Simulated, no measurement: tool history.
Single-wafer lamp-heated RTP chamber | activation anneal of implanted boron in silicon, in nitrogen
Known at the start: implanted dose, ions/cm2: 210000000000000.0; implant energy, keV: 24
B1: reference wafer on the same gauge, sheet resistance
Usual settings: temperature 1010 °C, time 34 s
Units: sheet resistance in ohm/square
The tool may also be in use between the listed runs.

{"run": 1, "day": 0.0, "temperature": 1010, "time": 34, "B1": 382.52, "sheet resistance": 404.72}
{"run": 2, "day": 0.412, "temperature": 1010, "time": 34, "B1": 382.43, "sheet resistance": 403.59}
{"run": 3, "day": 0.679, "temperature": 1010, "time": 34, "B1": 382.36, "sheet resistance": 405.19}
{"run": 4, "day": 1.329, "temperature": 1010, "time": 34, "B1": 382.27, "sheet resistance": 404.52}
{"run": 5, "day": 1.825, "temperature": 1010, "time": 34, "B1": 382.04, "sheet resistance": 405.84}
{"run": 6, "day": 2.092, "temperature": 1010, "time": 34, "B1": 382.1, "sheet resistance": 404.56}
{"run": 7, "day": 2.467, "temperature": 995, "time": 27, "B1": 381.99, "sheet resistance": 409.13}
{"run": 8, "day": 2.775, "temperature": 995, "time": 27, "B1": 382.02, "sheet resistance": 409.02}
{"run": 9, "day": 3.362, "temperature": 995, "time": 27, "B1": 381.93, "sheet resistance": 408.48}
{"run": 10, "day": 4.596, "temperature": 1010, "time": 34, "B1": 381.57, "sheet resistance": 404.75}
{"run": 11, "day": 5.008, "temperature": 1010, "time": 34, "B1": 381.42, "sheet resistance": 404.76}
{"run": 12, "day": 5.292, "temperature": 1010, "time": 34, "B1": 381.33, "sheet resistance": 403.15}
{"run": 13, "day": 5.996, "temperature": 1010, "time": 34, "B1": 383.89, "sheet resistance": 407.2}
{"run": 14, "day": 6.425, "temperature": 991, "time": 34, "B1": 383.78, "sheet resistance": 410.05}
{"run": 15, "day": 6.812, "temperature": 1026, "time": 34, "B1": 383.83, "sheet resistance": 405.25}
{"run": 16, "day": 7.55, "temperature": 1010, "time": 34, "B1": 383.9, "sheet resistance": 407.63}
{"run": 17, "day": 7.862, "temperature": 1010, "time": 24, "B1": 383.69, "sheet resistance": 407.06}
{"run": 18, "day": 8.525, "temperature": 991, "time": 20, "B1": 383.78, "sheet resistance": 413.63}
{"run": 19, "day": 8.983, "temperature": 1039, "time": 34, "B1": 383.77, "sheet resistance": 404.49}
{"run": 20, "day": 9.304, "temperature": 1010, "time": 19, "B1": 383.88, "sheet resistance": 407.81}
{"run": 21, "day": 9.621, "temperature": 1019, "time": 39, "B1": 383.66, "sheet resistance": 404.76}
{"run": 22, "day": 10.267, "temperature": 1010, "time": 34, "B1": 383.76, "sheet resistance": 406.94}
{"run": 23, "day": 10.896, "temperature": 987, "time": 15, "B1": 383.63, "sheet resistance": 417.33}
{"run": 24, "day": 11.546, "temperature": 1010, "time": 34, "B1": 383.61, "sheet resistance": 407.31}
{"run": 25, "day": 11.996, "temperature": 1001, "time": 18, "B1": 383.56, "sheet resistance": 410.27}
{"run": 26, "day": 12.75, "temperature": 1035, "time": 15, "B1": 383.49, "sheet resistance": 404.93}
{"run": 27, "day": 12.921, "temperature": 1010, "time": 26, "B1": 383.49, "sheet resistance": 407.36}
{"run": 28, "day": 13.579, "temperature": 1010, "time": 34, "B1": 383.44, "sheet resistance": 407.2}
{"run": 29, "day": 13.908, "temperature": 1033, "time": 24, "B1": 383.43, "sheet resistance": 405.01}
{"run": 30, "day": 14.3, "temperature": 1010, "time": 27, "B1": 383.3, "sheet resistance": 406.21}
{"run": 31, "day": 15.0, "temperature": 1034, "time": 19, "B1": 383.22, "sheet resistance": 406.09}
{"run": 32, "day": 15.271, "temperature": 1035, "time": 34, "B1": 383.26, "sheet resistance": 404.41}
{"run": 33, "day": 15.533, "temperature": 1010, "time": 34, "B1": 383.1, "sheet resistance": 404.91}
{"run": 34, "day": 15.8, "temperature": 1010, "time": 34, "B1": 383.17, "sheet resistance": 405.42}
{"run": 35, "day": 16.479, "temperature": 1022, "time": 17, "B1": 383.07, "sheet resistance": 406.35}
{"run": 36, "day": 17.004, "temperature": 1033, "time": 25, "B1": 382.8, "sheet resistance": 404.54}

Taken out of this log: 4 entries between the listed runs. Where each belongs, and how the hidden state differs across it:
Between runs 9 and 10: pyrometer window cleaned and pyrometer calibrated (day 4.012)
  gauge reads high (%): -0.566 -> -0.646
  measured less the result without the state, sheet resistance: -2.32 -> -2.63 ohm/square
Between runs 12 and 13: gauge calibrated (day 5.462)
  gauge reads high (%): -0.694 -> -0.0389
  measured less the result without the state, sheet resistance: -2.82 -> -0.15 ohm/square
Between runs 25 and 26: reflector plate cleaned (day 12.729)
  gauge reads high (%): -0.117 -> -0.136
  measured less the result without the state, sheet resistance: -0.48 -> -0.55 ohm/square
Between runs 27 and 28: pyrometer window cleaned and pyrometer calibrated (day 13.308)
  gauge reads high (%): -0.141 -> -0.16
  measured less the result without the state, sheet resistance: -0.57 -> -0.66 ohm/square
